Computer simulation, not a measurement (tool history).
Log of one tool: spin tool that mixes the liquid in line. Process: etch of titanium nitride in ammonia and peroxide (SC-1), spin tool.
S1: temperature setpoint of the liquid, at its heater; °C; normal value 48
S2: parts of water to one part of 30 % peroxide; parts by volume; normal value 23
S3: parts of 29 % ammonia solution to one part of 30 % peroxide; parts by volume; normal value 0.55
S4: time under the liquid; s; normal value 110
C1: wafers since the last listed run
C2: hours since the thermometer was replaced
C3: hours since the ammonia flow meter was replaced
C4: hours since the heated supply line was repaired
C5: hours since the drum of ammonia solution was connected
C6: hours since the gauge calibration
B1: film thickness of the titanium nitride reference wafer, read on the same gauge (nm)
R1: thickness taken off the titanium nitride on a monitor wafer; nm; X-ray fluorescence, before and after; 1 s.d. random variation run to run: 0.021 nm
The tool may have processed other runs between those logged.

run	hour	S1	S2	S3	S4	C1	C2	C3	C4	C5	C6	B1	R1
1	0	48	23	0.55	110	0	2506.9	596.5	3350.2	614.8	70.7	60.01	4.67
2	17.4	48	23	0.55	110	118	2524.3	613.9	3367.6	632.2	88.1	59.97	4.67
3	43.8	48	23	0.55	110	179	2550.7	640.3	3394	658.6	114.5	60	4.65
4	68.7	52	23	0.55	140	169	2575.6	665.2	3418.9	683.5	139.4	59.99	7.83
5	102.4	52	23	0.55	140	229	2609.3	698.9	3452.6	717.2	173.1	59.97	7.82
# hour 128: new drum of ammonia solution connected
6	136.6	52	23	0.55	140	226	2643.5	733.1	3486.8	8.6	207.3	60.03	7.78
# hour 154: thermometer replaced
# hour 163.8: ammonia flow meter replaced
7	166.8	48	23	0.55	110	192	12.8	3	3517	38.8	237.5	60.02	4.6
8	192.6	48	17	0.4	110	175	38.6	28.8	3542.8	64.6	263.3	60.02	5.1
# hour 194.5: gauge calibrated
9	205.2	53.5	23	0.45	110	85	51.2	41.4	3555.4	77.2	10.7	59.97	6.54
# hour 225.7: heated supply line repaired
10	231.9	48	23	0.55	110	175	77.9	68.1	6.2	103.9	37.4	59.98	6.4
11	250.7	48	23	0.55	110	128	96.7	86.9	25	122.7	56.2	60.03	6.41
12	279.6	55.5	23	0.75	110	197	125.6	115.8	53.9	151.6	85.1	60.01	11.38
13	306.5	48	17.5	0.55	110	183	152.5	142.7	80.8	178.5	112	59.99	7.47
14	321.2	48	32.5	0.4	110	100	167.2	157.4	95.5	193.2	126.7	59.94	4.89
15	338.3	48	26	0.55	45	116	184.3	174.5	112.6	210.3	143.8	60.06	2.45

How the hidden state differs across the entries between the runs, from the last listed run before each to the first after it:
Run 5 -> run 6: new drum of ammonia solution connected (hour 128)
  temperature lost on the way to the wafer (K): 4.81 -> 4.86
  measured value less the no-hidden-state value, R1: -3.12 -> -3.14 nm
Run 6 -> run 7: thermometer replaced (hour 154); ammonia flow meter replaced (hour 163.8)
  temperature lost on the way to the wafer (K): 4.86 -> 4.89
  measured value less the no-hidden-state value, R1: -3.14 -> -1.92 nm
Run 8 -> run 9: gauge calibrated (hour 194.5)
  temperature lost on the way to the wafer (K): 4.93 -> 4.94
  measured value less the no-hidden-state value, R1: -2.16 -> -2.67 nm
Run 9 -> run 10: heated supply line repaired (hour 225.7)
  temperature lost on the way to the wafer (K): 4.94 -> 0.241
  measured value less the no-hidden-state value, R1: -2.67 -> -0.1 nm
